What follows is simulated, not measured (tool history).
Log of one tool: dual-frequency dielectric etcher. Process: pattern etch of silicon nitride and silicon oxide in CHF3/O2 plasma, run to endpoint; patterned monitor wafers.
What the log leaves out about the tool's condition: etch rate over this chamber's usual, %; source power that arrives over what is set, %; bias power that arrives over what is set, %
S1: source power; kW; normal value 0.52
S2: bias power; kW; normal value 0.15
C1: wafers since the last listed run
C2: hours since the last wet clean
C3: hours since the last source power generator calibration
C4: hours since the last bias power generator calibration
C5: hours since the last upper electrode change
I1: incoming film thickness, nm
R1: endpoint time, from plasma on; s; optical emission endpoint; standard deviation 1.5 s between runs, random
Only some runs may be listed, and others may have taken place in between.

{"run": 1, "day": 0.0, "S1": 0.47, "S2": 0.15, "C1": 0, "C2": 229.4, "C3": 1478.6, "C4": 1389, "C5": 5116.3, "I1": 257.7, "R1": 198.2}
{"run": 2, "day": 0.917, "S1": 0.47, "S2": 0.15, "C1": 170, "C2": 251.4, "C3": 1500.6, "C4": 1411, "C5": 5138.3, "I1": 257.8, "R1": 200.3}
{"run": 3, "day": 2.008, "S1": 0.49, "S2": 0.15, "C1": 202, "C2": 277.6, "C3": 1526.8, "C4": 1437.2, "C5": 5164.5, "I1": 259.5, "R1": 199.7}
{"run": 4, "day": 3.021, "S1": 0.46, "S2": 0.166, "C1": 187, "C2": 301.9, "C3": 1551.1, "C4": 1461.5, "C5": 5188.8, "I1": 258.5, "R1": 193.2}
{"run": 5, "day": 3.925, "S1": 0.46, "S2": 0.166, "C1": 167, "C2": 323.6, "C3": 1572.8, "C4": 1483.2, "C5": 5210.5, "I1": 257.1, "R1": 194}
{"run": 6, "day": 4.771, "S1": 0.52, "S2": 0.15, "C1": 156, "C2": 343.9, "C3": 1593.1, "C4": 1503.5, "C5": 5230.8, "I1": 257.4, "R1": 194.2}
{"run": 7, "day": 5.317, "S1": 0.52, "S2": 0.15, "C1": 101, "C2": 357, "C3": 1606.2, "C4": 1516.6, "C5": 5243.9, "I1": 255.2, "R1": 194.1}
{"run": 8, "day": 6.35, "S1": 0.52, "S2": 0.15, "C1": 191, "C2": 381.8, "C3": 1631, "C4": 1541.4, "C5": 5268.7, "I1": 258.7, "R1": 198.1}
{"run": 9, "day": 7.562, "S1": 0.6, "S2": 0.126, "C1": 225, "C2": 410.9, "C3": 1660.1, "C4": 1570.5, "C5": 5297.8, "I1": 257.5, "R1": 207.3}
{"run": 10, "day": 8.604, "S1": 0.55, "S2": 0.142, "C1": 193, "C2": 435.9, "C3": 1685.1, "C4": 1595.5, "C5": 5322.8, "I1": 254.3, "R1": 197.8}
{"run": 11, "day": 9.529, "S1": 0.55, "S2": 0.142, "C1": 171, "C2": 458.1, "C3": 1707.3, "C4": 1617.7, "C5": 5345, "I1": 259.7, "R1": 201.8}
{"run": 12, "day": 10.283, "S1": 0.52, "S2": 0.15, "C1": 139, "C2": 476.2, "C3": 1725.4, "C4": 1635.8, "C5": 5363.1, "I1": 258.1, "R1": 199.4}
{"day": 11.904, "done": "upper electrode replaced"}
{"run": 13, "day": 11.925, "S1": 0.52, "S2": 0.15, "C1": 119, "C2": 515.6, "C3": 1764.8, "C4": 1675.2, "C5": 0.5, "I1": 257.8, "R1": 199.8}
{"run": 14, "day": 12.558, "S1": 0.57, "S2": 0.173, "C1": 117, "C2": 530.8, "C3": 1780, "C4": 1690.4, "C5": 15.7, "I1": 260.1, "R1": 181.8}
{"day": 14.054, "done": "source power generator calibrated"}
{"run": 15, "day": 14.075, "S1": 0.57, "S2": 0.182, "C1": 250, "C2": 567.2, "C3": 0.5, "C4": 1726.8, "C5": 52.1, "I1": 258.1, "R1": 179.3}
{"run": 16, "day": 15.158, "S1": 0.61, "S2": 0.161, "C1": 201, "C2": 593.2, "C3": 26.5, "C4": 1752.8, "C5": 78.1, "I1": 257.7, "R1": 181.1}
{"day": 16.746, "done": "wet clean of the chamber"}
{"run": 17, "day": 16.767, "S1": 0.52, "S2": 0.15, "C1": 112, "C2": 0.5, "C3": 65.1, "C4": 1791.4, "C5": 116.7, "I1": 258.4, "R1": 189}
{"run": 18, "day": 17.412, "S1": 0.52, "S2": 0.165, "C1": 119, "C2": 16, "C3": 80.6, "C4": 1806.9, "C5": 132.2, "I1": 257.5, "R1": 178.9}
{"day": 18.692, "done": "bias power generator calibrated"}
{"run": 19, "day": 18.712, "S1": 0.48, "S2": 0.173, "C1": 210, "C2": 47.2, "C3": 111.8, "C4": 0.5, "C5": 163.4, "I1": 255.6, "R1": 177.9}
{"run": 20, "day": 19.504, "S1": 0.58, "S2": 0.169, "C1": 146, "C2": 66.2, "C3": 130.8, "C4": 19.5, "C5": 182.4, "I1": 259, "R1": 171.5}
{"run": 21, "day": 20.904, "S1": 0.46, "S2": 0.132, "C1": 259, "C2": 99.8, "C3": 164.4, "C4": 53.1, "C5": 216, "I1": 257.7, "R1": 211.8}

For run 22, what comes out?
{"run": 22, "day": 22.321, "S1": 0.52, "S2": 0.15, "C1": 262, "C2": 133.8, "C3": 198.4, "C4": 87.1, "C5": 250, "I1": 257.8, "R1": "?"}

Logged for run 22: R1 188.5 s.
Were there no unlogged condition in the tool, this run, its random variation unchanged, would have produced R1 187.7 s.
